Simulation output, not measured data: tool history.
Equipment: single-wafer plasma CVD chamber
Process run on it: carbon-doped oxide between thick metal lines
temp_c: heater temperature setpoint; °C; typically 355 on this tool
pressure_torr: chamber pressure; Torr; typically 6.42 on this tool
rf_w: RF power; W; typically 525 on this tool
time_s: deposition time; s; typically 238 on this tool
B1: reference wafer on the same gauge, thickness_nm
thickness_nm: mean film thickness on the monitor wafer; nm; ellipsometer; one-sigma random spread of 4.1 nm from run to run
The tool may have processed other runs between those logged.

run 1 hour=0 | temp_c=355 pressure_torr=6.42 rf_w=525 time_s=222 | B1=1468.853 | thickness_nm=1178.788
-- hour=10 thermocouple changed; heater temperature recalibrated
run 2 hour=37.4 | temp_c=355 pressure_torr=6.42 rf_w=525 time_s=222 | B1=1469.335 | thickness_nm=1176.275
run 3 hour=84 | temp_c=355 pressure_torr=6.42 rf_w=595 time_s=238 | B1=1470.972 | thickness_nm=1379.641
run 4 hour=125.7 | temp_c=355 pressure_torr=6.42 rf_w=595 time_s=238 | B1=1470.212 | thickness_nm=1387.272
run 5 hour=175.9 | temp_c=355 pressure_torr=6.42 rf_w=525 time_s=238 | B1=1469.489 | thickness_nm=1259.216
run 6 hour=214.5 | temp_c=355 pressure_torr=6.42 rf_w=525 time_s=238 | B1=1471.652 | thickness_nm=1264.393
run 7 hour=311.7 | temp_c=355 pressure_torr=5.86 rf_w=525 time_s=238 | B1=1471.259 | thickness_nm=1236.372
run 8 hour=405.8 | temp_c=355 pressure_torr=5.86 rf_w=525 time_s=238 | B1=1468.581 | thickness_nm=1237.822
run 9 hour=471.3 | temp_c=355 pressure_torr=7.13 rf_w=525 time_s=238 | B1=1468.648 | thickness_nm=1263.558
run 10 hour=520.9 | temp_c=361 pressure_torr=5.08 rf_w=490 time_s=210 | B1=1469.522 | thickness_nm=992.027
run 11 hour=573.8 | temp_c=355 pressure_torr=6.42 rf_w=525 time_s=238 | B1=1469.283 | thickness_nm=1249.263
run 12 hour=621 | temp_c=368 pressure_torr=7.1 rf_w=525 time_s=284 | B1=1470.553 | thickness_nm=1476.443
-- hour=695 gauge calibrated
-- hour=708.8 capacitance manometer re-zeroed and calibrated
run 13 hour=712.8 | temp_c=349 pressure_torr=7.02 rf_w=465 time_s=238 | B1=1470.673 | thickness_nm=1156.139
run 14 hour=848.1 | temp_c=359 pressure_torr=7.89 rf_w=610 time_s=220 | B1=1468.698 | thickness_nm=1321.431
run 15 hour=950.2 | temp_c=355 pressure_torr=6.42 rf_w=560 time_s=238 | B1=1470.873 | thickness_nm=1322.919
run 16 hour=1004.9 | temp_c=355 pressure_torr=6.42 rf_w=525 time_s=238 | B1=1470.946 | thickness_nm=1259.942
run 17 hour=1044.5 | temp_c=355 pressure_torr=6.42 rf_w=435 time_s=284 | B1=1470.472 | thickness_nm=1264.881
run 18 hour=1147.2 | temp_c=355 pressure_torr=6.42 rf_w=445 time_s=238 | B1=1469.864 | thickness_nm=1082.362
run 19 hour=1184.5 | temp_c=355 pressure_torr=6.42 rf_w=525 time_s=238 | B1=1470.304 | thickness_nm=1253.822
-- hour=1212.7 showerhead replaced
run 20 hour=1246.9 | temp_c=355 pressure_torr=6.42 rf_w=525 time_s=238 | B1=1470.271 | thickness_nm=1242.546
run 21 hour=1397.8 | temp_c=361 pressure_torr=7.76 rf_w=605 time_s=223 | B1=1469.516 | thickness_nm=1311.027
run 22 hour=1487.5 | temp_c=355 pressure_torr=7.74 rf_w=525 time_s=238 | B1=1470.354 | thickness_nm=1270.194
run 23 hour=1545.7 | temp_c=355 pressure_torr=6.42 rf_w=525 time_s=238 | B1=1469.704 | thickness_nm=1240.188
-- hour=1565.8 thermocouple changed; heater temperature recalibrated
-- hour=1620.8 RF generator calibrated
run 24 hour=1621.9 | temp_c=344 pressure_torr=5.27 rf_w=430 time_s=238 | B1=1470.421 | thickness_nm=1031.925
run 25 hour=1724.2 | temp_c=355 pressure_torr=5.95 rf_w=525 time_s=260 | B1=1470.489 | thickness_nm=1346.547
-- hour=1776.7 capacitance manometer re-zeroed and calibrated
run 26 hour=1829.3 | temp_c=355 pressure_torr=6.42 rf_w=570 time_s=238 | B1=1470.207 | thickness_nm=1340.556
run 27 hour=2148.6 | temp_c=355 pressure_torr=6.42 rf_w=525 time_s=238 | B1=1469.995 | thickness_nm=1252.912
run 28 hour=2246.4 | temp_c=355 pressure_torr=6.42 rf_w=525 time_s=225 | B1=1470.395 | thickness_nm=1181.11
run 29 hour=2364 | temp_c=355 pressure_torr=6.42 rf_w=525 time_s=238 | B1=1470.518 | thickness_nm=1250.547

Predict each of these 3 candidate next runs independently; none follows another, all start after run 29:
run A hour=2364.5 | temp_c=355 pressure_torr=6.42 rf_w=525 time_s=238 | B1=? | thickness_nm=?
run B hour=2364.5 | temp_c=362 pressure_torr=6.42 rf_w=525 time_s=281 | B1=? | thickness_nm=?
run C hour=2364.5 | temp_c=343 pressure_torr=5.94 rf_w=490 time_s=238 | B1=? | thickness_nm=?

run=A B1=1469.863 thickness_nm=1260.302
run=B B1=1469.863 thickness_nm=1465.835
run=C B1=1469.863 thickness_nm=1210.982
What these runs would have given with no unlogged condition in the tool:
run=A thickness_nm=1269.298
run=B thickness_nm=1476.299
run=C thickness_nm=1219.627
